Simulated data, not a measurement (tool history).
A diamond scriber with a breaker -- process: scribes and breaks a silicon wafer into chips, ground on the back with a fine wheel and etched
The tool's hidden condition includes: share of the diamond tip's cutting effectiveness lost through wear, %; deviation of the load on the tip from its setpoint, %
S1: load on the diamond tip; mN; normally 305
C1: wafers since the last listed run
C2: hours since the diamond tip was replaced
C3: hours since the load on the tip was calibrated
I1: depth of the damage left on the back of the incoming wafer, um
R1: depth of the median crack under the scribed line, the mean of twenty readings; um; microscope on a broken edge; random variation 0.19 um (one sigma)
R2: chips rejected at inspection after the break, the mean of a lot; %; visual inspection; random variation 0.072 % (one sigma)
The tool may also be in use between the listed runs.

{"run": 1, "hour": 0.0, "S1": 373, "C1": 0, "C2": 176.1, "C3": 786.8, "I1": 0.69, "R1": 16.88, "R2": 5.22}
{"run": 2, "hour": 76.7, "S1": 373, "C1": 173, "C2": 252.8, "C3": 863.5, "I1": 0.51, "R1": 17.01, "R2": 5.8}
{"run": 3, "hour": 145.5, "S1": 350, "C1": 155, "C2": 321.6, "C3": 932.3, "I1": 0.54, "R1": 16.15, "R2": 3.61}
{"run": 4, "hour": 251.2, "S1": 350, "C1": 238, "C2": 427.3, "C3": 1038.0, "I1": 0.48, "R1": 16.23, "R2": 3.27}
{"run": 5, "hour": 353.5, "S1": 350, "C1": 230, "C2": 529.6, "C3": 1140.3, "I1": 0.64, "R1": 16.16, "R2": 3.46}
{"run": 6, "hour": 436.6, "S1": 305, "C1": 187, "C2": 612.7, "C3": 1223.4, "I1": 0.71, "R1": 14.1, "R2": 1.2}
{"run": 7, "hour": 499.2, "S1": 305, "C1": 141, "C2": 675.3, "C3": 1286.0, "I1": 0.74, "R1": 13.97, "R2": 1.28}
{"run": 8, "hour": 554.6, "S1": 305, "C1": 125, "C2": 730.7, "C3": 1341.4, "I1": 0.68, "R1": 14.05, "R2": 1.19}
{"run": 9, "hour": 645.3, "S1": 305, "C1": 204, "C2": 821.4, "C3": 1432.1, "I1": 0.53, "R1": 13.66, "R2": 1.28}
{"run": 10, "hour": 736.5, "S1": 305, "C1": 205, "C2": 912.6, "C3": 1523.3, "I1": 0.7, "R1": 14.09, "R2": 1.28}
{"run": 11, "hour": 792.3, "S1": 305, "C1": 125, "C2": 968.4, "C3": 1579.1, "I1": 0.53, "R1": 13.89, "R2": 1.35}
{"run": 12, "hour": 899.9, "S1": 305, "C1": 242, "C2": 1076.0, "C3": 1686.7, "I1": 0.57, "R1": 14.18, "R2": 1.34}
{"run": 13, "hour": 945.2, "S1": 305, "C1": 102, "C2": 1121.3, "C3": 1732.0, "I1": 0.43, "R1": 13.97, "R2": 1.19}
{"hour": 965.6, "done": "diamond tip replaced by a new one"}
{"run": 14, "hour": 1050.2, "S1": 351, "C1": 232, "C2": 84.6, "C3": 1837.0, "I1": 0.4, "R1": 16.21, "R2": 3.12}
{"run": 15, "hour": 1126.7, "S1": 352, "C1": 172, "C2": 161.1, "C3": 1913.5, "I1": 0.31, "R1": 15.84, "R2": 3.45}
{"run": 16, "hour": 1170.7, "S1": 305, "C1": 99, "C2": 205.1, "C3": 1957.5, "I1": 0.46, "R1": 14.35, "R2": 1.23}
{"run": 17, "hour": 1239.4, "S1": 305, "C1": 155, "C2": 273.8, "C3": 2026.2, "I1": 0.47, "R1": 13.71, "R2": 1.22}
{"hour": 1246.3, "done": "load on the tip recalibrated"}
{"run": 18, "hour": 1281.5, "S1": 305, "C1": 90, "C2": 315.9, "C3": 35.2, "I1": 0.31, "R1": 14.13, "R2": 1.32}
{"run": 19, "hour": 1345.0, "S1": 384, "C1": 143, "C2": 379.4, "C3": 98.7, "I1": 0.42, "R1": 17.3, "R2": 6.55}
{"run": 20, "hour": 1385.5, "S1": 261, "C1": 91, "C2": 419.9, "C3": 139.2, "I1": 0.7, "R1": 11.79, "R2": 4.42}
{"run": 21, "hour": 1460.7, "S1": 366, "C1": 169, "C2": 495.1, "C3": 214.4, "I1": 0.38, "R1": 16.92, "R2": 4.88}
{"run": 22, "hour": 1500.4, "S1": 223, "C1": 89, "C2": 534.8, "C3": 254.1, "I1": 0.62, "R1": 9.6, "R2": 15.5}

What does the tool deliver on the next run?
{"run": 23, "hour": 1574.5, "S1": 381, "C1": 167, "C2": 608.9, "C3": 328.2, "I1": 0.78, "R1": "?", "R2": "?"}

Run 23 gave R1 17.26 um, R2 6.15 %.
Had the tool carried no hidden state, the very same run would have given R1 17.26 um, R2 6.15 %.
